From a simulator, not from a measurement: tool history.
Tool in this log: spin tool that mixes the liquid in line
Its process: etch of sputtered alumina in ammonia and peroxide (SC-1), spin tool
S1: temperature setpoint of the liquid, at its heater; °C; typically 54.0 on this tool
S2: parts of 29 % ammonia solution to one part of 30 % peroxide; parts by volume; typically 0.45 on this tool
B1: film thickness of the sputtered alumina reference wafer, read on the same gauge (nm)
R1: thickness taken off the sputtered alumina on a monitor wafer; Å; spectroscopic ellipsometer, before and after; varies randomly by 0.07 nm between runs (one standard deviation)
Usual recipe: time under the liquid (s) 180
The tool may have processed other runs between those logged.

{"run": 1, "hour": 0.0, "S1": 54.0, "S2": 0.45, "time under the liquid (s)": 180, "B1": 39.98, "R1": 72.6}
{"run": 2, "hour": 7.9, "S1": 54.0, "S2": 0.45, "time under the liquid (s)": 180, "B1": 39.99, "R1": 71.4}
{"run": 3, "hour": 18.9, "S1": 54.0, "S2": 0.45, "time under the liquid (s)": 180, "B1": 40.0, "R1": 71.9}
{"run": 4, "hour": 27.9, "S1": 54.0, "S2": 0.45, "time under the liquid (s)": 180, "B1": 39.99, "R1": 72.4}
{"hour": 52.2, "done": "new drum of ammonia solution connected"}
{"hour": 53.3, "done": "ammonia flow meter replaced"}
{"run": 5, "hour": 56.2, "S1": 54.0, "S2": 0.45, "time under the liquid (s)": 180, "B1": 40.02, "R1": 71.8}
{"hour": 58.6, "done": "thermometer replaced"}
{"run": 6, "hour": 71.9, "S1": 54.0, "S2": 0.45, "time under the liquid (s)": 180, "B1": 39.98, "R1": 71.5}
{"hour": 80.6, "done": "heated supply line repaired"}
{"run": 7, "hour": 83.2, "S1": 54.0, "S2": 0.45, "time under the liquid (s)": 180, "B1": 40.02, "R1": 65.3}
{"hour": 91.4, "done": "gauge calibrated"}
{"run": 8, "hour": 98.0, "S1": 56.5, "S2": 0.45, "time under the liquid (s)": 180, "B1": 40.0, "R1": 74.5}
{"hour": 109.0, "done": "heated supply line repaired, repeated, since the last time left the tool worse"}
{"run": 9, "hour": 109.5, "S1": 54.0, "S2": 0.45, "time under the liquid (s)": 270, "B1": 40.01, "R1": 128.1}
{"run": 10, "hour": 118.9, "S1": 51.0, "S2": 0.6, "time under the liquid (s)": 220, "B1": 40.01, "R1": 89.7}
{"run": 11, "hour": 131.2, "S1": 54.0, "S2": 0.45, "time under the liquid (s)": 180, "B1": 40.02, "R1": 83.5}
{"run": 12, "hour": 144.1, "S1": 48.5, "S2": 0.3, "time under the liquid (s)": 280, "B1": 40.02, "R1": 92.9}
{"run": 13, "hour": 150.4, "S1": 56.5, "S2": 0.45, "time under the liquid (s)": 180, "B1": 40.02, "R1": 96.4}
{"run": 14, "hour": 160.9, "S1": 54.0, "S2": 0.35, "time under the liquid (s)": 180, "B1": 40.0, "R1": 81.9}
{"run": 15, "hour": 171.0, "S1": 57.0, "S2": 0.6, "time under the liquid (s)": 150, "B1": 39.97, "R1": 83.3}

Branching from run 15: 3 alternative next runs. What would each branch give?
{"run": "A", "hour": 171.5, "S1": 54.0, "S2": 0.45, "time under the liquid (s)": 180, "B1": "?", "R1": "?"}
{"run": "B", "hour": 171.5, "S1": 58.0, "S2": 0.65, "time under the liquid (s)": 115, "B1": "?", "R1": "?"}
{"run": "C", "hour": 171.5, "S1": 54.0, "S2": 0.25, "time under the liquid (s)": 180, "B1": "?", "R1": "?"}

run=A B1=40.02 R1=84.2
run=B B1=40.02 R1=68.9
run=C B1=40.02 R1=79.6
Without the tool's unlogged condition, the same runs would have read:
run=A R1=86.9
run=B R1=71.0
run=C R1=82.2

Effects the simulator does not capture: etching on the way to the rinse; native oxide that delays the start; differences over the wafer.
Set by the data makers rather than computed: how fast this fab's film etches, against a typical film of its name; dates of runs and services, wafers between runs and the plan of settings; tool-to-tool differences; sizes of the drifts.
